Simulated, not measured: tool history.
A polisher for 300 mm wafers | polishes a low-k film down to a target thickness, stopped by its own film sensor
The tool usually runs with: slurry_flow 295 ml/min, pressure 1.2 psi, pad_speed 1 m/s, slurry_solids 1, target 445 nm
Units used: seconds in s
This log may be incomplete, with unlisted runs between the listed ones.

run	hour	slurry_flow	pressure	pad_speed	slurry_solids	target	wafers since the last listed run	wafers polished on this pad	hours since the slurry nozzle was cleaned	hours since the head pressure was calibrated	hours since the slurry blender was calibrated	hours since the conditioning disc was replaced	incoming thickness of the incoming film, nm	seconds
1	0	295	1.2	1	1	445	0	2289	171.5	88.6	251.3	179.1	463.7	80.4
2	82.7	295	1.2	1	1	445	910	3200	254.2	171.3	334	261.8	469.7	107.1
3	136	295	1.2	1	1	445	587	3787	307.5	224.6	387.3	315.1	469.5	105.2
4	181	295	1.2	1	1	445	495	4283	352.5	269.6	432.3	360.1	462.4	76.8
5	250.5	295	0.8	1	1	452	765	5049	422	339.1	501.8	429.6	471.1	104.5
6	294.7	295	1.2	1	1.25	445	486	5535	466.2	383.3	546	473.8	470.5	101.8
# hour 330.5: slurry blender recalibrated
7	366.6	295	1.6	1	0.75	445	769	6305	538.1	455.2	36.1	545.7	471.3	107
# hour 379.6: conditioning disc replaced and pad reconditioned
8	467.1	295	1.2	1	1	445	1084	7390	638.6	555.7	136.6	87.5	469.7	106.7
# hour 476.5: worn pad replaced by a new one
9	519.1	295	1.2	0.86	1	442	528	468	690.6	607.7	188.6	139.5	467.1	124
# hour 526.9: head pressure recalibrated
10	579.7	210	1.2	1	0.75	453	645	1114	751.2	52.8	249.2	200.1	466.9	71.4
# hour 591.9: slurry nozzle cleaned
11	685.6	395	1.2	1	0.8	442	1155	2269	93.7	158.7	355.1	306	463.1	99.5
12	729.6	380	1.1	1.26	1	449	484	2754	137.7	202.7	399.1	350	471.1	83.8
13	810.3	195	1.2	1	1	445	888	3643	218.4	283.4	479.8	430.7	464.3	85.9
14	846.6	295	1.2	1	1.25	441	399	4043	254.7	319.7	516.1	467	462.4	85.9
15	895.9	295	1.2	1	1	445	543	4586	304	369	565.4	516.3	463.7	79.7
# hour 942.6: conditioning disc replaced and pad reconditioned
# hour 945.6: slurry blender recalibrated
16	955.2	245	1	1	1.1	449	609	5195	363.3	428.3	9.6	12.6	465.8	80.9
17	1006.9	295	1.2	1	1.1	451	569	5764	415	480	61.3	64.3	468.8	73.8
18	1043.4	215	1.2	0.84	1	439	402	6166	451.5	516.5	97.8	100.8	469.9	158.5
# hour 1081.5: worn pad replaced by a new one
# hour 1093.9: head pressure recalibrated
19	1095	295	1.2	1.26	1.1	445	502	127	503.1	1.1	149.4	152.4	471	89.6
20	1187.3	295	1.2	1	1	445	1016	1143	595.4	93.4	241.7	244.7	473.6	124.5
21	1242.3	295	1.4	0.76	1	442	605	1749	650.4	148.4	296.7	299.7	466.3	120.1
# hour 1269.6: slurry nozzle cleaned
22	1314.4	295	1.2	1	1	452	783	2532	44.8	220.5	368.8	371.8	474.8	98.8
23	1403.3	295	0.8	1	1.15	445	979	3512	133.7	309.4	457.7	460.7	473.8	147.4
24	1491.8	195	1	0.66	0.9	445	974	4486	222.2	397.9	546.2	549.2	471.7	199.4
# hour 1551.7: slurry blender recalibrated
# hour 1553.8: conditioning disc replaced and pad reconditioned
25	1554.3	295	1.2	1	1	445	644	5131	284.7	460.4	2.6	0.5	469.7	105.9
26	1640.2	295	1.6	1.3	1	445	946	6077	370.6	546.3	88.5	86.4	471.8	76.6

What was the tool's hidden state at every run in the log?
removal rate lost through wear of the pad, %: 0 on each run
slurry flow missing at the pad, %: 0 on each run
deviation of the head's pressure from its setpoint, %: 0 on each run
abrasive missing from the slurry, %: 0 on each run
time polished since the conditioner stopped cutting, s: 0 on each run

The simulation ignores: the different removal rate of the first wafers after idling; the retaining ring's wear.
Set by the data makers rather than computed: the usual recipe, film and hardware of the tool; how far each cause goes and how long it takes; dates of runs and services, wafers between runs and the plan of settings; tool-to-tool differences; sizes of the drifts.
